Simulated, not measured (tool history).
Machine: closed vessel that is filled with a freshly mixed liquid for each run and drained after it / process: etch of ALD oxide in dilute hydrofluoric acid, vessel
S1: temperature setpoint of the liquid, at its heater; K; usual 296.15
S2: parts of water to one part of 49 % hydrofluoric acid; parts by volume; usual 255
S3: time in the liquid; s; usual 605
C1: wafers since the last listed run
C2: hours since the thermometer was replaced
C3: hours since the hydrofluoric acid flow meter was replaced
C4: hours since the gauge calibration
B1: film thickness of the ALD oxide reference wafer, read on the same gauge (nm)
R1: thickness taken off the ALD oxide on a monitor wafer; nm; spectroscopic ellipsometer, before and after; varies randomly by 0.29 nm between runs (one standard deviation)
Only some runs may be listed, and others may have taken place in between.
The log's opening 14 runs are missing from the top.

run	hour	S1	S2	S3	C1	C2	C3	C4	B1	R1
15	636.2	296.15	255	605	2875	534	784.7	182.7	120.01	41.53
16	688.6	300.65	180	710	4061	586.4	837.1	235.1	120	90.25
17	720.9	299.65	190	890	2503	618.7	869.4	267.4	119.99	101.7
18	783.9	292.65	185	450	4883	681.7	932.4	330.4	120	41.1
19	824.3	299.15	140	310	3131	722.1	972.8	370.8	119.99	50.35
20	860.3	300.65	140	705	2790	758.1	1008.8	406.8	120	120.62
21	891.7	300.15	255	605	2433	789.5	1040.2	438.2	120.01	50.29
22	936.2	296.15	195	605	3449	834	1084.7	482.7	120.02	61.45
# hour 952.4: hydrofluoric acid flow meter replaced
23	984	296.15	255	605	3627	881.8	31.6	530.5	120	40.43
24	1036.9	292.15	255	605	4100	934.7	84.5	583.4	120.01	35.9
25	1066.7	297.65	255	605	2309	964.5	114.3	613.2	120	44
26	1126.9	293.65	375	850	4666	1024.7	174.5	673.4	120.01	32.86
# hour 1195.5: thermometer replaced
27	1226.7	296.15	255	605	7658	31.2	274.3	773.2	119.99	39.09
28	1269.8	296.15	370	810	3340	74.3	317.4	816.3	119.99	32.36
29	1326	296.15	180	605	4356	130.5	373.6	872.5	120.01	59.8
30	1369.8	296.15	255	605	3395	174.3	417.4	916.3	120	39.97
31	1393.8	296.15	255	605	1860	198.3	441.4	940.3	120.01	40.26
32	1458.2	299.65	355	460	4991	262.7	505.8	1004.7	119.99	22.53
33	1523.6	296.15	345	960	5069	328.1	571.2	1070.1	119.99	44.15
34	1559.8	296.15	255	605	2805	364.3	607.4	1106.3	120	41.27
35	1604.6	296.15	255	605	3472	409.1	652.2	1151.1	119.98	40.8

3 options for the next run, each taken on its own from the tool as it stands now. Forecast them:
A	1605.4	291.15	255	605	62	409.9	653	1151.9	?	?
B	1605.4	299.15	215	770	62	409.9	653	1151.9	?	?
C	1605.4	294.15	380	735	62	409.9	653	1151.9	?	?

run	B1	R1
A	120.01	34.32
B	120.01	72.29
C	120.01	27.98
With no hidden state in the tool, these same runs would have given:
run	R1
A	31.19
B	65.86
C	25.43
